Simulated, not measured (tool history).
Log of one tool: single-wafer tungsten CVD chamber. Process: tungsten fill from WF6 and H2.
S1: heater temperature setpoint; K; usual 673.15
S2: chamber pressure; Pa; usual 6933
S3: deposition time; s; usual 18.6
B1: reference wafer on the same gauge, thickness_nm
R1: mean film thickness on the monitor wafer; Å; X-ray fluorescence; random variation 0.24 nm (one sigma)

run   hour      S1    S2    S3      B1      R1
  1      0  676.15  6933  18.6  69.365  844.05
  2   14.4  676.15  6933  18.6  69.389  840.58
  3   31.2  673.15  8226  16.3  69.399  768.35
  4   45.2  673.15  8226  16.3  69.446  773.77
  5   55.8  673.15  6933  20.7  69.422  900.92
  6  105.5  673.15  6933  20.7  69.362  902.06
  7  114.3  673.15  6933  20.7   69.38  903.94
  8  129.8  673.15  6933  18.6  69.368  809.94
  9  175.8  673.15  6933  18.6  69.445  816.49
 10  185.4  673.15  6933  18.6  69.386  813.73
 11  192.5  673.15  5600  18.6  69.408  727.84
 12  198.8  673.15  5600  18.6  69.375  728.55
 13  207.7  673.15  5600  18.6  69.432  726.03
 14  224.8  665.15  6413  18.6  69.349  684.28
 15  232.6  673.15  6933  18.6  69.394  817.29
 16  241.8  666.15  6066  18.6  69.438  674.46
 17  252.6  666.15  7666  18.6  69.335  762.66
 18    259  681.15  5426  21.5  69.345  939.82
 19  273.6  673.15  6933  16.3  69.375  712.35
     284.5  -- gauge calibrated
     297.2  -- capacitance manometer re-zeroed and calibrated
     318.2  -- thermocouple changed; heater temperature recalibrated
     325.9  -- showerhead replaced
 20  326.4  673.15  6066  18.6  69.393  680.51
 21  330.9  680.15  5506  17.5  69.407  684.57
 22  346.3  673.15  6933  18.6  69.376   733.2
 23  356.6  673.15  6933  15.6  69.369  615.38
 24  371.4  673.15  5466  18.6  69.329   643.9
 25  387.2  677.15  6933  19.7  69.408  834.31
 26  404.1  673.15  6933  18.6  69.324  732.47
 27  415.2  684.15  6933    17  69.369  799.95

4 ways to go on from here, each from the tool as it stands after run 27. What would each give?
  A  415.6  673.15  6933  16.8   ?   ?
  B  415.6  659.15  5840    15   ?   ?
  C  415.6  681.15  6933  18.6   ?   ?
  D  415.6  664.15  6933  21.6   ?   ?

run      B1      R1
  A  69.424  661.93
  B  69.424  419.44
  C  69.424  837.96
  D  69.424  726.82
Without the tool's hidden state the same runs would have given:
run      R1
  A  673.86
  B  427.49
  C   852.2
  D  740.27
